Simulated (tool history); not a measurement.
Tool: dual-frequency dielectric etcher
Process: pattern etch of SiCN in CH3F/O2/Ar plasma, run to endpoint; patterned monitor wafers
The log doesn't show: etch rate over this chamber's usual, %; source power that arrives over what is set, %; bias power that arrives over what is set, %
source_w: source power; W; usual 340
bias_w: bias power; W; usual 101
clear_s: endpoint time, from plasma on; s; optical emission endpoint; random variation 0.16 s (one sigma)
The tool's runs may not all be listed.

run	hour	source_w	bias_w	wafers since the last listed run	hours since the last wet clean	hours since the last source power generator calibration	hours since the last bias power generator calibration	hours since the last upper electrode change	incoming incoming film thickness, nm	clear_s
1	0	380	101	0	274.2	2559.2	3052.6	3284.2	7.33	16.5
2	40.2	340	101	632	314.4	2599.4	3092.8	3324.4	7.37	17.1
3	85.1	340	101	706	359.3	2644.3	3137.7	3369.3	7.43	17.5
4	159.2	340	101	1165	433.4	2718.4	3211.8	3443.4	7.34	17.5
5	223.7	340	90	1014	497.9	2782.9	3276.3	3507.9	7.4	18.5
6	297.6	340	90	1162	571.8	2856.8	3350.2	3581.8	7.38	18.2
# hour 345.7: wet clean of the chamber
7	350.7	340	90	457	5	2909.9	3403.3	3634.9	7.44	19.2
8	404.6	340	101	847	58.9	2963.8	3457.2	3688.8	7.43	18.2
9	452.2	340	101	748	106.5	3011.4	3504.8	3736.4	7.39	17.9
10	539.2	340	101	1368	193.5	3098.4	3591.8	3823.4	7.48	17.9
11	585.7	400	110	731	240	3144.9	3638.3	3869.9	7.41	15.5
12	674.7	400	110	1399	329	3233.9	3727.3	3958.9	7.37	15.6
# hour 691.7: bias power generator calibrated
13	732.2	400	110	841	386.5	3291.4	40.5	4016.4	7.43	15.5
14	773	380	111	641	427.3	3332.2	81.3	4057.2	7.44	15.7
15	861	390	91	1383	515.3	3420.2	169.3	4145.2	7.43	16.9
16	924.1	370	111	992	578.4	3483.3	232.4	4208.3	7.35	15.7
# hour 983.8: wet clean of the chamber
17	988.9	270	78	641	5.1	3548.1	297.2	4273.1	7.46	23.7
18	1055.5	410	87	1047	71.7	3614.7	363.8	4339.7	7.45	17.4
19	1155.5	410	117	1572	171.7	3714.7	463.8	4439.7	7.36	14.8

Forecast run 20:
# hour 1202.6: upper electrode replaced
20	1260.4	340	101	1272	276.6	3819.6	568.7	57.8	7.39	?

{"run 20": {"clear_s": 17.5}}
Without the tool's hidden state the same run would have given clear_s 18.1 s.
